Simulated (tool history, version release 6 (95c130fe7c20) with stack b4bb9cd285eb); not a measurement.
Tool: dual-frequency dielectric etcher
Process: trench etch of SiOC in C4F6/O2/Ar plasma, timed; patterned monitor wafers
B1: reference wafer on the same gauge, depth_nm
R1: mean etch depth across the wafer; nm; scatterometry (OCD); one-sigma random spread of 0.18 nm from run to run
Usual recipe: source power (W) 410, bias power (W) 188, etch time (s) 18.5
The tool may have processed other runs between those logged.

Run 1, day 0.000: usual settings but etch time (s) 17.0; B1 36.39. Result: R1 35.70 nm.
At day 0.625: gauge calibrated.
Run 2, day 1.458: usual settings but etch time (s) 17.0; B1 36.41. Result: R1 35.28 nm.
Run 3, day 2.042: usual settings but etch time (s) 20.0; B1 36.42. Result: R1 41.59 nm.
Run 4, day 3.238: usual settings; B1 36.37. Result: R1 38.62 nm.
Run 5, day 4.625: usual settings but etch time (s) 21.5; B1 36.39. Result: R1 44.72 nm.
Run 6, day 6.088: usual settings; B1 36.44. Result: R1 38.98 nm.
Run 7, day 7.025: usual settings; B1 36.34. Result: R1 38.63 nm.
Run 8, day 7.533: usual settings; B1 36.40. Result: R1 38.59 nm.
Run 9, day 8.792: usual settings; B1 36.40. Result: R1 38.71 nm.
At day 9.079: bias power generator calibrated.
Run 10, day 9.383: usual settings; B1 36.42. Result: R1 38.99 nm.
Run 11, day 10.729: usual settings but etch time (s) 14.5; B1 36.39. Result: R1 30.26 nm.
Run 12, day 11.758: usual settings; B1 36.40. Result: R1 38.67 nm.
At day 13.388: wet clean of the chamber.
At day 13.429: gauge calibrated.
At day 14.012: upper electrode replaced.
Run 13, day 14.033: usual settings; B1 36.39. Result: R1 38.48 nm.
Run 14, day 14.046: usual settings; B1 36.38. Result: R1 39.04 nm.
Run 15, day 14.058: usual settings; B1 36.40. Result: R1 38.81 nm.
Run 16, day 14.583: usual settings but source power (W) 500, bias power (W) 159, etch time (s) 13.0; B1 36.40. Result: R1 26.09 nm.
Run 17, day 15.888: usual settings but bias power (W) 163, etch time (s) 20.0; B1 36.39. Result: R1 39.08 nm.
Run 18, day 16.496: usual settings; B1 36.43. Result: R1 38.78 nm.
Run 19, day 17.142: usual settings but source power (W) 320, bias power (W) 165; B1 36.39. Result: R1 34.76 nm.
Run 20, day 17.675: usual settings but source power (W) 330, bias power (W) 153, etch time (s) 21.5; B1 36.39. Result: R1 39.15 nm.
Run 21, day 18.925: usual settings but source power (W) 490; B1 36.39. Result: R1 39.88 nm.
At day 19.375: source power generator calibrated.
Run 22, day 19.779: usual settings but source power (W) 330, bias power (W) 223; B1 36.41. Result: R1 40.48 nm.
Run 23, day 20.367: usual settings but source power (W) 330, etch time (s) 15.5; B1 36.40. Result: R1 30.95 nm.
Run 24, day 21.862: usual settings but bias power (W) 165; B1 36.42. Result: R1 36.15 nm.
Run 25, day 22.950: usual settings but bias power (W) 235; B1 36.42. Result: R1 43.29 nm.
Run 26, day 24.088: usual settings but source power (W) 470, bias power (W) 222, etch time (s) 14.0; B1 36.42. Result: R1 32.73 nm.
Run 27, day 25.179: usual settings but source power (W) 450, bias power (W) 206, etch time (s) 20.0; B1 36.41. Result: R1 44.49 nm.

Here are 4 independent what-if runs from the current tool condition. What would each one return?
Run A, day 25.196: usual settings; B1 ?. Result: R1 ?.
Run B, day 25.196: usual settings but source power (W) 350, etch time (s) 14.5; B1 ?. Result: R1 ?.
Run C, day 25.196: usual settings but source power (W) 470, bias power (W) 150; B1 ?. Result: R1 ?.
Run D, day 25.196: usual settings but source power (W) 380, bias power (W) 174, etch time (s) 14.5; B1 ?. Result: R1 ?.

run     B1     R1
  A  36.40  38.69
  B  36.40  29.44
  C  36.40  35.66
  D  36.40  28.80
Had the tool no hidden state, the same runs would have come out as:
run     R1
  A  38.69
  B  29.44
  C  35.66
  D  28.80

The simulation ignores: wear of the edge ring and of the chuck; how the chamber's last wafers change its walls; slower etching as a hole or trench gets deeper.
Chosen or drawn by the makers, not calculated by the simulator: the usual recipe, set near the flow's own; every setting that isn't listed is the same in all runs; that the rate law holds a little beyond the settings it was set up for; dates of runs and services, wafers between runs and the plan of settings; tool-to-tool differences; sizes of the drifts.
